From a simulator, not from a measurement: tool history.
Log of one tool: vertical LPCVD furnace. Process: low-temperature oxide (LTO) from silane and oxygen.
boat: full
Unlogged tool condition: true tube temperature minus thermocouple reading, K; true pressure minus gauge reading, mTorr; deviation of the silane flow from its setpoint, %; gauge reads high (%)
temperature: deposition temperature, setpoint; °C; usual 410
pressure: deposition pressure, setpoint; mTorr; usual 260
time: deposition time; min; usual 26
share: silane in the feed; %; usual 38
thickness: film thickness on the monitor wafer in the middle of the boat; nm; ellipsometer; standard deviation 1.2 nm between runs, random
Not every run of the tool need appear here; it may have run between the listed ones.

run	day	temperature	pressure	time	share	wafers since the last listed run	hours since the last temperature calibration	hours since the pressure gauge was zeroed	hours since the silane flow controller was replaced	hours since the gauge calibration	read-back reference wafer on the same gauge, thickness	thickness
1	0	410	260	26	36	0	2461.3	2706.5	3533.2	198.8	343.82	287.73
2	1.425	410	260	26	36	316	2495.5	2740.7	3567.4	233	343.96	289.88
3	2.138	410	230	26	38	158	2512.6	2757.8	3584.5	250.1	343.7	272.09
4	3.542	410	230	26	38	311	2546.3	2791.5	3618.2	283.8	343.92	272.57
5	4.062	410	230	26	38	115	2558.8	2804	3630.7	296.3	344.17	274.02
6	5.325	410	260	26	38	280	2589.1	2834.3	3661	326.6	343.58	307.19
7	5.954	410	260	26	38	139	2604.2	2849.4	3676.1	341.7	343.79	308.57
8	7.271	410	260	26	38	292	2635.8	2881	3707.7	373.3	343.88	308
9	8.267	407	260	32	38	220	2659.7	2904.9	3731.6	397.2	344.05	368.23
10	8.938	410	260	26	38	148	2675.8	2921	3747.7	413.3	344.26	309.54
11	9.567	410	260	26	38	139	2690.9	2936.1	3762.8	428.4	344	309.59
# day 10.9: pressure gauge zeroed
12	10.921	410	260	26	38	78	2723.4	0.5	3795.3	460.9	344.02	308.56
# day 12.042: silane flow controller replaced
13	12.062	410	260	26	38	31	2750.8	27.9	0.5	488.3	343.98	309.2
# day 13.175: thermocouples replaced and temperature profile calibrated
14	13.196	406	225	20	41	29	0.5	55.1	27.7	515.5	343.52	213.58
15	13.854	410	280	19	38	146	16.3	70.9	43.5	531.3	344.03	240.74
16	17.683	410	315	26	38	849	108.2	162.8	135.4	623.2	344.28	371.78
17	18.796	410	260	26	38	246	134.9	189.5	162.1	649.9	344.52	308.53
18	19.321	410	260	22.5	38	116	147.5	202.1	174.7	662.5	343.81	263.84
19	20.033	410	260	26	38	158	164.6	219.2	191.8	679.6	343.75	308.27
# day 20.683: gauge calibrated
20	21.212	410	260	26	38	261	192.9	247.5	220.1	12.7	344.45	307.57
21	22.35	405	260	23	41	252	220.2	274.8	247.4	40	343.67	279.97
22	23.246	421	300	30	35	198	241.7	296.3	268.9	61.5	344.25	415.58
23	24.529	404	205	32.5	31	284	272.5	327.1	299.7	92.3	344.19	217.26
24	25.1	401	215	26	38	126	286.2	340.8	313.4	106	344.33	231.81
25	25.829	410	260	26	38	161	303.7	358.3	330.9	123.5	343.6	308.8
26	26.95	419	260	26	31	248	330.6	385.2	357.8	150.4	344.1	260.88

Each row is a separate what-if for the run after 26, all from the same tool condition, not one after another. Results?
A	27.129	419	260	26	38	39	334.9	389.5	362.1	154.7	?	?
B	27.129	410	260	34.5	38	39	334.9	389.5	362.1	154.7	?	?
C	27.129	410	300	26	38	39	334.9	389.5	362.1	154.7	?	?
D	27.129	410	260	26	31	39	334.9	389.5	362.1	154.7	?	?
E	27.129	405	280	19.5	40	39	334.9	389.5	362.1	154.7	?	?

run	read-back reference wafer on the same gauge, thickness	thickness
A	343.8	338.72
B	343.8	408.61
C	343.8	355.31
D	343.8	235.32
E	343.8	250.56
What these runs would have given with no unlogged condition in the tool:
run	thickness
A	338.72
B	408.61
C	355.31
D	235.32
E	250.56
